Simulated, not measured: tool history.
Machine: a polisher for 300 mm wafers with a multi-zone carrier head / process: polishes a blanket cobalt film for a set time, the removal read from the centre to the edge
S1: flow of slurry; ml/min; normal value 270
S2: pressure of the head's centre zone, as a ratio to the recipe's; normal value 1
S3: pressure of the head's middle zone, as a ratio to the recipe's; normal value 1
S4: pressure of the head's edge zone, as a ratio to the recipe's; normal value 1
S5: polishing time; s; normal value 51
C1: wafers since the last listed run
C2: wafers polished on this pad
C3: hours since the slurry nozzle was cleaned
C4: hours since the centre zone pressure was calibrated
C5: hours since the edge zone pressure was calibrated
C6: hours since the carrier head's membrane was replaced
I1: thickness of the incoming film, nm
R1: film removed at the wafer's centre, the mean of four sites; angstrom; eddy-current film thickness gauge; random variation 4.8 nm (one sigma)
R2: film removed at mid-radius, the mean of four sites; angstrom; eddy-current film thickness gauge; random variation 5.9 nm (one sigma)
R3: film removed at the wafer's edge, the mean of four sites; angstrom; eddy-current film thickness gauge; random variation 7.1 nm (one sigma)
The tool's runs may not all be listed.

{"run": 1, "day": 0.0, "S1": 270, "S2": 1, "S3": 1, "S4": 1, "S5": 51, "C1": 0, "C2": 1229, "C3": 155.3, "C4": 286.4, "C5": 245, "C6": 356.8, "I1": 1137.9, "R1": 4752, "R2": 4601, "R3": 4718}
{"day": 2.379, "done": "worn pad replaced by a new one"}
{"run": 2, "day": 3.621, "S1": 270, "S2": 1, "S3": 1, "S4": 1, "S5": 51, "C1": 606, "C2": 218, "C3": 242.2, "C4": 373.3, "C5": 331.9, "C6": 443.7, "I1": 1139.4, "R1": 4584, "R2": 4554, "R3": 4650}
{"run": 3, "day": 4.704, "S1": 270, "S2": 1, "S3": 1, "S4": 1, "S5": 51, "C1": 190, "C2": 408, "C3": 268.2, "C4": 399.3, "C5": 357.9, "C6": 469.7, "I1": 1139.1, "R1": 4611, "R2": 4669, "R3": 4573}
{"run": 4, "day": 6.775, "S1": 270, "S2": 1, "S3": 1, "S4": 1, "S5": 51, "C1": 363, "C2": 772, "C3": 317.9, "C4": 449, "C5": 407.6, "C6": 519.4, "I1": 1137, "R1": 4642, "R2": 4596, "R3": 4589}
{"day": 8.688, "done": "centre zone pressure recalibrated"}
{"run": 5, "day": 9.725, "S1": 270, "S2": 1, "S3": 1, "S4": 1, "S5": 51, "C1": 503, "C2": 1276, "C3": 388.7, "C4": 24.9, "C5": 478.4, "C6": 590.2, "I1": 1132.1, "R1": 4410, "R2": 4388, "R3": 4526}
{"day": 10.317, "done": "slurry nozzle cleaned"}
{"run": 6, "day": 11.229, "S1": 270, "S2": 1, "S3": 1, "S4": 1, "S5": 51, "C1": 256, "C2": 1533, "C3": 21.9, "C4": 61, "C5": 514.5, "C6": 626.3, "I1": 1153.4, "R1": 4816, "R2": 4735, "R3": 4910}
{"day": 11.658, "done": "worn pad replaced by a new one"}
{"run": 7, "day": 14.004, "S1": 270, "S2": 1, "S3": 1, "S4": 1, "S5": 51, "C1": 458, "C2": 412, "C3": 88.5, "C4": 127.6, "C5": 581.1, "C6": 692.9, "I1": 1154.6, "R1": 4804, "R2": 4714, "R3": 4785}
{"run": 8, "day": 16.792, "S1": 270, "S2": 1, "S3": 1, "S4": 1, "S5": 51, "C1": 489, "C2": 902, "C3": 155.4, "C4": 194.5, "C5": 648, "C6": 759.8, "I1": 1140.2, "R1": 4656, "R2": 4649, "R3": 4737}
{"run": 9, "day": 18.417, "S1": 270, "S2": 1, "S3": 1, "S4": 1, "S5": 51, "C1": 285, "C2": 1187, "C3": 194.4, "C4": 233.5, "C5": 687, "C6": 798.8, "I1": 1146.7, "R1": 4765, "R2": 4645, "R3": 4718}
{"run": 10, "day": 19.638, "S1": 220, "S2": 1.08, "S3": 1, "S4": 1, "S5": 51, "C1": 214, "C2": 1402, "C3": 223.7, "C4": 262.8, "C5": 716.3, "C6": 828.1, "I1": 1145.2, "R1": 4893, "R2": 4469, "R3": 4460}
{"run": 11, "day": 21.733, "S1": 270, "S2": 1, "S3": 1, "S4": 1, "S5": 51, "C1": 368, "C2": 1770, "C3": 274, "C4": 313.1, "C5": 766.6, "C6": 878.4, "I1": 1125.6, "R1": 4643, "R2": 4460, "R3": 4803}
{"day": 21.996, "done": "worn pad replaced by a new one"}
{"day": 23.283, "done": "edge zone pressure recalibrated"}
{"run": 12, "day": 23.304, "S1": 225, "S2": 1.03, "S3": 0.9, "S4": 1, "S5": 51, "C1": 232, "C2": 215, "C3": 311.7, "C4": 350.8, "C5": 0.5, "C6": 916.1, "I1": 1133.8, "R1": 4551, "R2": 4022, "R3": 4581}

Expected results for the next run?
{"run": 13, "day": 24.25, "S1": 270, "S2": 1, "S3": 1, "S4": 1, "S5": 51, "C1": 166, "C2": 381, "C3": 334.4, "C4": 373.5, "C5": 23.2, "C6": 938.8, "I1": 1137.7, "R1": "?", "R2": "?", "R3": "?"}

R1: 4637 angstrom
R2: 4490 angstrom
R3: 4678 angstrom
With no hidden state in the tool, this same run would have given R1 4918 angstrom, R2 4735 angstrom, R3 4867 angstrom.
